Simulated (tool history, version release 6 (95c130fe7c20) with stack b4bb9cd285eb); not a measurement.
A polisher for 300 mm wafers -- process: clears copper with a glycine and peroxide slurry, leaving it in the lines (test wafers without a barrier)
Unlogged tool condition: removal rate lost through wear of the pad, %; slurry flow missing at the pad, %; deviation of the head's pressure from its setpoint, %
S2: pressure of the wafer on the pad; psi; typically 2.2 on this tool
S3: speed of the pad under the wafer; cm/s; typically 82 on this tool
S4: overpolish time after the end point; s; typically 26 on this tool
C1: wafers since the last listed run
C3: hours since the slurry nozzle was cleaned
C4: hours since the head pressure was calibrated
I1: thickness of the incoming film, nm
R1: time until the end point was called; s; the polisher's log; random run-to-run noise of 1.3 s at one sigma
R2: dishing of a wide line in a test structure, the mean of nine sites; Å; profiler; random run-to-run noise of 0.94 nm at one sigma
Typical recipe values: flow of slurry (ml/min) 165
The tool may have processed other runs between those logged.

Run 1, hour 0: usual settings; C1 0; wafers polished on this pad 2865; C3 175.4; C4 345.6; I1 348.8. Result: R1 120.6 s, R2 544 Å.
At hour 65.4: worn pad replaced by a new one.
Run 2, hour 65.9: usual settings but flow of slurry (ml/min) 145; C1 443; wafers polished on this pad 3; C3 241.3; C4 411.5; I1 353.4. Result: R1 131.4 s, R2 515 Å.
Run 3, hour 237.5: usual settings but flow of slurry (ml/min) 145; C1 1229; wafers polished on this pad 1232; C3 412.9; C4 583.1; I1 355.5. Result: R1 134.8 s, R2 511 Å.
At hour 268: head pressure recalibrated.
At hour 278.7: slurry nozzle cleaned.
Run 4, hour 279.2: usual settings but flow of slurry (ml/min) 190; C1 277; wafers polished on this pad 1510; C3 0.5; C4 11.2; I1 356.7. Result: R1 108.8 s, R2 596 Å.
Run 5, hour 335.6: usual settings but flow of slurry (ml/min) 190; C1 404; wafers polished on this pad 1914; C3 56.9; C4 67.6; I1 361.1. Result: R1 114.3 s, R2 581 Å.
Run 6, hour 444.2: usual settings; C1 777; wafers polished on this pad 2692; C3 165.5; C4 176.2; I1 352.9. Result: R1 118.8 s, R2 547 Å.
At hour 519.5: worn pad replaced by a new one.
Run 7, hour 536.8: usual settings; C1 634; wafers polished on this pad 123; C3 258.1; C4 268.8; I1 354.2. Result: R1 123.8 s, R2 548 Å.
Run 8, hour 564.6: usual settings; C1 199; wafers polished on this pad 322; C3 285.9; C4 296.6; I1 353.3. Result: R1 127.7 s, R2 528 Å.
Run 9, hour 597.1: usual settings; C1 232; wafers polished on this pad 555; C3 318.4; C4 329.1; I1 356.4. Result: R1 129.1 s, R2 524 Å.
Run 10, hour 643.9: usual settings; C1 335; wafers polished on this pad 891; C3 365.2; C4 375.9; I1 353.7. Result: R1 126.8 s, R2 527 Å.
At hour 678.4: slurry nozzle cleaned.
Run 11, hour 688.3: usual settings but S4 20 s; C1 310; wafers polished on this pad 1201; C3 9.9; C4 420.3; I1 354.5. Result: R1 113.4 s, R2 485 Å.
Run 12, hour 736.3: usual settings; C1 343; wafers polished on this pad 1545; C3 57.9; C4 468.3; I1 360.3. Result: R1 118.6 s, R2 573 Å.
Run 13, hour 797.5: usual settings but flow of slurry (ml/min) 120, S3 70 cm/s; C1 438; wafers polished on this pad 1984; C3 119.1; C4 529.5; I1 349.6. Result: R1 140.8 s, R2 486 Å.
Run 14, hour 860.3: usual settings but flow of slurry (ml/min) 120, S3 70 cm/s; C1 449; wafers polished on this pad 2434; C3 181.9; C4 592.3; I1 354.4. Result: R1 144.8 s, R2 468 Å.
At hour 876.1: head pressure recalibrated.
Run 15, hour 965.2: usual settings; C1 737; wafers polished on this pad 3171; C3 286.8; C4 89.1; I1 361.8. Result: R1 129.2 s, R2 553 Å.
At hour 987.5: worn pad replaced by a new one.
Run 16, hour 1036.1: usual settings; C1 479; wafers polished on this pad 348; C3 357.7; C4 160; I1 354. Result: R1 125.5 s, R2 538 Å.
Run 17, hour 1085.5: usual settings but S4 15 s; C1 353; wafers polished on this pad 702; C3 407.1; C4 209.4; I1 353.9. Result: R1 125.6 s, R2 344 Å.
At hour 1104.1: slurry nozzle cleaned.
Run 18, hour 1126.4: usual settings but flow of slurry (ml/min) 210, S3 70 cm/s; C1 285; wafers polished on this pad 988; C3 22.3; C4 250.3; I1 354.5. Result: R1 118.3 s, R2 556 Å.
Run 19, hour 1160.5: usual settings but S3 102 cm/s, S4 21 s; C1 244; wafers polished on this pad 1232; C3 56.4; C4 284.4; I1 360. Result: R1 106.8 s, R2 525 Å.
Run 20, hour 1202.5: usual settings but S2 1.9 psi, S3 56 cm/s; C1 300; wafers polished on this pad 1533; C3 98.4; C4 326.4; I1 356.3. Result: R1 163 s, R2 426 Å.
Run 21, hour 1265.7: usual settings but flow of slurry (ml/min) 205; C1 452; wafers polished on this pad 1985; C3 161.6; C4 389.6; I1 352.4. Result: R1 120 s, R2 541 Å.
Run 22, hour 1296: usual settings but flow of slurry (ml/min) 120, S2 1.7 psi, S3 98 cm/s, S4 19 s; C1 217; wafers polished on this pad 2202; C3 191.9; C4 419.9; I1 362.1. Result: R1 157.8 s, R2 332 Å.
At hour 1417.1: worn pad replaced by a new one.
Run 23, hour 1470.1: usual settings but flow of slurry (ml/min) 180, S2 2.8 psi, S3 102 cm/s, S4 16 s; C1 1218; wafers polished on this pad 379; C3 366; C4 594; I1 356.4. Result: R1 95.3 s, R2 454 Å.
At hour 1520.9: head pressure recalibrated.
At hour 1532.4: slurry nozzle cleaned.
Run 24, hour 1537.7: usual settings but flow of slurry (ml/min) 225, S2 1.7 psi, S3 90 cm/s, S4 14 s; C1 462; wafers polished on this pad 842; C3 5.3; C4 16.8; I1 359.2. Result: R1 126.6 s, R2 308 Å.
Run 25, hour 1582.3: usual settings; C1 319; wafers polished on this pad 1161; C3 49.9; C4 61.4; I1 355.2. Result: R1 119.8 s, R2 572 Å.
Run 26, hour 1617.8: usual settings but flow of slurry (ml/min) 140, S2 1.9 psi, S3 56 cm/s, S4 11 s; C1 254; wafers polished on this pad 1416; C3 85.4; C4 96.9; I1 360.3. Result: R1 169.3 s, R2 192 Å.
Run 27, hour 1655.3: usual settings; C1 268; wafers polished on this pad 1684; C3 122.9; C4 134.4; I1 357.9. Result: R1 122.7 s, R2 559 Å.
Run 28, hour 1725.3: usual settings but flow of slurry (ml/min) 150, S4 40 s; C1 501; wafers polished on this pad 2186; C3 192.9; C4 204.4; I1 353.8. Result: R1 128.1 s, R2 727 Å.
Run 29, hour 1778.9: usual settings but S3 106 cm/s; C1 383; wafers polished on this pad 2570; C3 246.5; C4 258; I1 356.6. Result: R1 112.3 s, R2 573 Å.
Run 30, hour 1850.8: usual settings but flow of slurry (ml/min) 215, S4 22 s; C1 515; wafers polished on this pad 3085; C3 318.4; C4 329.9; I1 351.8. Result: R1 119.2 s, R2 494 Å.
At hour 1886: worn pad replaced by a new one.
Run 31, hour 1903.3: usual settings but S2 1.8 psi, S4 12 s; C1 347; wafers polished on this pad 124; C3 370.9; C4 382.4; I1 352.6. Result: R1 149.7 s, R2 232 Å.
At hour 1939: slurry nozzle cleaned.
Run 32, hour 1955: usual settings but flow of slurry (ml/min) 145, S3 62 cm/s; C1 363; wafers polished on this pad 487; C3 16; C4 434.1; I1 358.3. Result: R1 135.3 s, R2 520 Å.
Run 33, hour 2016.1: usual settings; C1 437; wafers polished on this pad 925; C3 77.1; C4 495.2; I1 358.4. Result: R1 119.5 s, R2 567 Å.
Run 34, hour 2052.6: usual settings but S2 2.7 psi, S3 90 cm/s; C1 261; wafers polished on this pad 1186; C3 113.6; C4 531.7; I1 350.8. Result: R1 95 s, R2 664 Å.

Forecast each of these 4 alternatives for the next run:
Run A, hour 2053.1: usual settings but S3 54 cm/s; C1 3; wafers polished on this pad 1190; C3 114.1; C4 532.2; I1 358.3. Result: R1 ?, R2 ?.
Run B, hour 2053.1: usual settings but flow of slurry (ml/min) 215, S4 15 s; C1 3; wafers polished on this pad 1190; C3 114.1; C4 532.2; I1 358.3. Result: R1 ?, R2 ?.
Run C, hour 2053.1: usual settings but flow of slurry (ml/min) 205, S4 36 s; C1 3; wafers polished on this pad 1190; C3 114.1; C4 532.2; I1 358.3. Result: R1 ?, R2 ?.
Run D, hour 2053.1: usual settings but flow of slurry (ml/min) 205, S2 1.8 psi, S3 106 cm/s, S4 38 s; C1 3; wafers polished on this pad 1190; C3 114.1; C4 532.2; I1 358.3. Result: R1 ?, R2 ?.

run     R1   R2
  A  147.8  489
  B  114.2  378
  C  115.1  758
  D    116  760
Without the tool's unlogged condition, the same runs would have read:
run     R1   R2
  A  139.7  513
  B  109.3  392
  C  110.1  783
  D  110.8  783

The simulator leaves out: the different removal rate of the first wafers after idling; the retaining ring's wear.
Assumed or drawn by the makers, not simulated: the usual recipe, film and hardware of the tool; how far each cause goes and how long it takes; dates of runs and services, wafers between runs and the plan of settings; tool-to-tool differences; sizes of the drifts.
